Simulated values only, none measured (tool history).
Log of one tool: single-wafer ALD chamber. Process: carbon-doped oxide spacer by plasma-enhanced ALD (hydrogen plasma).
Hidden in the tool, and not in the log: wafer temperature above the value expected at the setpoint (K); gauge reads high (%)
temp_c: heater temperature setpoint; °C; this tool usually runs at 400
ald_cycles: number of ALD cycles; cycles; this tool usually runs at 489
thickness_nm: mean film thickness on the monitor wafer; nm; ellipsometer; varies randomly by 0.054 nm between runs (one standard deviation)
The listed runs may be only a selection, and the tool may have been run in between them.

run    hour  temp_c  ald_cycles  wafers since the last listed run  hours since the last thermocouple change  hours since the gauge calibration  read-back reference wafer on the same gauge, thickness_nm  thickness_nm
  1     0.0     400         513                                 0                                     494.7                              636.8                                                     25.819        22.299
       57.6  -- gauge calibrated
  2    66.2     400         411                                35                                     560.9                                8.6                                                     25.810        17.898
  3   142.0     400         489                                41                                     636.7                               84.4                                                     25.811        21.237
  4   239.6     393         489                                53                                     734.3                              182.0                                                     25.776        21.427
  5   277.6     393         489                                20                                     772.3                              220.0                                                     25.802        21.413
  6   335.2     393         489                                31                                     829.9                              277.6                                                     25.804        21.503
  7   438.6     400         489                                56                                     933.3                              381.0                                                     25.818        21.206
      454.4  -- thermocouple changed; heater temperature recalibrated
  8   477.1     400         489                                16                                      22.7                              419.5                                                     25.792        21.429
  9   514.3     400         489                                20                                      59.9                              456.7                                                     25.799        21.599
 10   614.2     400         422                                54                                     159.8                              556.6                                                     25.800        18.489
      692.6  -- gauge calibrated
      712.5  -- thermocouple changed; heater temperature recalibrated, repeated, since the last time left the tool worse
 11   718.9     407         463                                52                                       6.4                               26.3                                                     25.799        19.852
 12   802.3     389         525                                45                                      89.8                              109.7                                                     25.797        23.138
 13   871.9     415         416                                37                                     159.4                              179.3                                                     25.780        17.164
 14   938.1     415         416                                35                                     225.6                              245.5                                                     25.791        17.186
 15   984.0     400         520                                24                                     271.5                              291.4                                                     25.809        22.688
 16  1045.2     412         420                                33                                     332.7                              352.6                                                     25.795        17.502

Hidden condition of the tool, last listed run before each entry between runs versus first listed run after:
After run 1, before run 2: gauge calibrated (hour 57.6)
  wafer temperature above the value expected at the setpoint (K): 2.8 -> 2.96
  measured less the result without the state, thickness_nm: -0.215 -> -0.183 nm
After run 7, before run 8: thermocouple changed; heater temperature recalibrated (hour 454.4)
  wafer temperature above the value expected at the setpoint (K): 3.45 -> -6.49
  measured less the result without the state, thickness_nm: -0.253 -> +0.000 nm
After run 10, before run 11: gauge calibrated (hour 692.6); thermocouple changed; heater temperature recalibrated, repeated, since the last time left the tool worse (hour 712.5)
  wafer temperature above the value expected at the setpoint (K): -5.31 -> 0.0811
  measured less the result without the state, thickness_nm: +0.000 -> -0.006 nm
